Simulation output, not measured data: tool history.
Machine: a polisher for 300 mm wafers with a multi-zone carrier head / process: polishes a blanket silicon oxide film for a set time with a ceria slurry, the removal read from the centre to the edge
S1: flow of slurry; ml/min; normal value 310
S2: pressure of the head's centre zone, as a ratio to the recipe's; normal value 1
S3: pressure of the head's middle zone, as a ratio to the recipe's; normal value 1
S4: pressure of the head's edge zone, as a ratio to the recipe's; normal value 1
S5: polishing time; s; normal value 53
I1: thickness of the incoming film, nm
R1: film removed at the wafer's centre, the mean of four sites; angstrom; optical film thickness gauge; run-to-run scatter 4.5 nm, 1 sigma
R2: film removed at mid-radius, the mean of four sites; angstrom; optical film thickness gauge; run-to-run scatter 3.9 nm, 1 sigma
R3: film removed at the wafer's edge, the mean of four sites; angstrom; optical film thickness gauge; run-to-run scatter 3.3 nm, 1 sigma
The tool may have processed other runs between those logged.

run 1 hour=0 | S1=310 S2=0.94 S3=1 S4=1.04 S5=53 | I1=777 | R1=2969 R2=3153 R3=3073
run 2 hour=24.6 | S1=310 S2=0.94 S3=1 S4=1.04 S5=53 | I1=774.5 | R1=2826 R2=3124 R3=3005
run 3 hour=58.2 | S1=255 S2=1 S3=1.07 S4=1 S5=53 | I1=774.4 | R1=3014 R2=3245 R3=2907
-- hour=162.7 slurry nozzle cleaned
run 4 hour=164.8 | S1=255 S2=1 S3=1.07 S4=1 S5=53 | I1=776.7 | R1=3010 R2=3229 R3=2978
-- hour=172.5 worn pad replaced by a new one
run 5 hour=195.9 | S1=310 S2=1 S3=1 S4=1 S5=53 | I1=783.5 | R1=3023 R2=3167 R3=2966
run 6 hour=215.9 | S1=310 S2=1 S3=1 S4=1 S5=53 | I1=779.2 | R1=3021 R2=3145 R3=3030
run 7 hour=249.8 | S1=310 S2=1 S3=1 S4=1 S5=53 | I1=782 | R1=2978 R2=3140 R3=2933
-- hour=254.9 carrier head's membrane replaced by a new one
run 8 hour=265 | S1=310 S2=1 S3=1 S4=1 S5=53 | I1=792.7 | R1=3063 R2=3089 R3=3011
run 9 hour=299 | S1=310 S2=1 S3=1 S4=0.95 S5=53 | I1=778.4 | R1=3033 R2=3159 R3=2902
run 10 hour=320.8 | S1=390 S2=0.89 S3=1 S4=1 S5=61 | I1=779.8 | R1=3278 R2=3689 R3=3492
-- hour=336.6 worn pad replaced by a new one
run 11 hour=356.7 | S1=245 S2=0.95 S3=1 S4=1 S5=53 | I1=776.4 | R1=2849 R2=3008 R3=2948
run 12 hour=388.9 | S1=310 S2=0.95 S3=1.04 S4=1 S5=53 | I1=779.7 | R1=2950 R2=3170 R3=3013
-- hour=415.6 centre zone pressure recalibrated
run 13 hour=419.5 | S1=380 S2=1 S3=1 S4=1 S5=53 | I1=790.1 | R1=3118 R2=3088 R3=3039
-- hour=445.4 edge zone pressure recalibrated
run 14 hour=452.4 | S1=310 S2=1 S3=1 S4=1 S5=41 | I1=773.8 | R1=2330 R2=2386 R3=2375
-- hour=526.7 worn pad replaced by a new one
run 15 hour=530.8 | S1=310 S2=1 S3=0.95 S4=1 S5=53 | I1=779.7 | R1=3052 R2=3030 R3=3065
run 16 hour=558.2 | S1=310 S2=1 S3=1 S4=1.05 S5=70 | I1=780 | R1=3874 R2=4089 R3=4013
run 17 hour=578.2 | S1=310 S2=1 S3=1 S4=1 S5=53 | I1=779.9 | R1=3025 R2=3119 R3=2930
run 18 hour=597.9 | S1=310 S2=1 S3=1 S4=1 S5=53 | I1=778.8 | R1=2977 R2=3141 R3=2998
run 19 hour=624.4 | S1=310 S2=1 S3=1 S4=1 S5=53 | I1=786 | R1=2997 R2=3155 R3=2973
run 20 hour=660.2 | S1=310 S2=1 S3=1 S4=1 S5=53 | I1=765.2 | R1=3087 R2=3103 R3=3023
run 21 hour=679.8 | S1=270 S2=1.1 S3=0.88 S4=0.95 S5=53 | I1=773.4 | R1=3279 R2=2781 R3=2851

5 options for the next run, each taken on its own from the tool as it stands now. Forecast them:
run A hour=680.2 | S1=310 S2=1 S3=1 S4=1 S5=53 | I1=791.7 | R1=? R2=? R3=?
run B hour=680.2 | S1=265 S2=1 S3=1 S4=1 S5=53 | I1=791.7 | R1=? R2=? R3=?
run C hour=680.2 | S1=350 S2=0.96 S3=1.09 S4=1 S5=53 | I1=791.7 | R1=? R2=? R3=?
run D hour=680.2 | S1=310 S2=1 S3=1.07 S4=1.07 S5=53 | I1=791.7 | R1=? R2=? R3=?
run E hour=680.2 | S1=280 S2=1 S3=1.11 S4=1 S5=53 | I1=791.7 | R1=? R2=? R3=?

run=A R1=3029 R2=3151 R3=2993
run=B R1=2970 R2=3095 R3=2952
run=C R1=2949 R2=3431 R3=3016
run=D R1=3031 R2=3337 R3=3089
run=E R1=2995 R2=3405 R3=2963
Stripped of hidden state, with their random variation kept, the same runs would have yielded:
run=A R1=3029 R2=3151 R3=2993
run=B R1=2970 R2=3095 R3=2952
run=C R1=2949 R2=3431 R3=3016
run=D R1=3031 R2=3337 R3=3089
run=E R1=2995 R2=3405 R3=2963
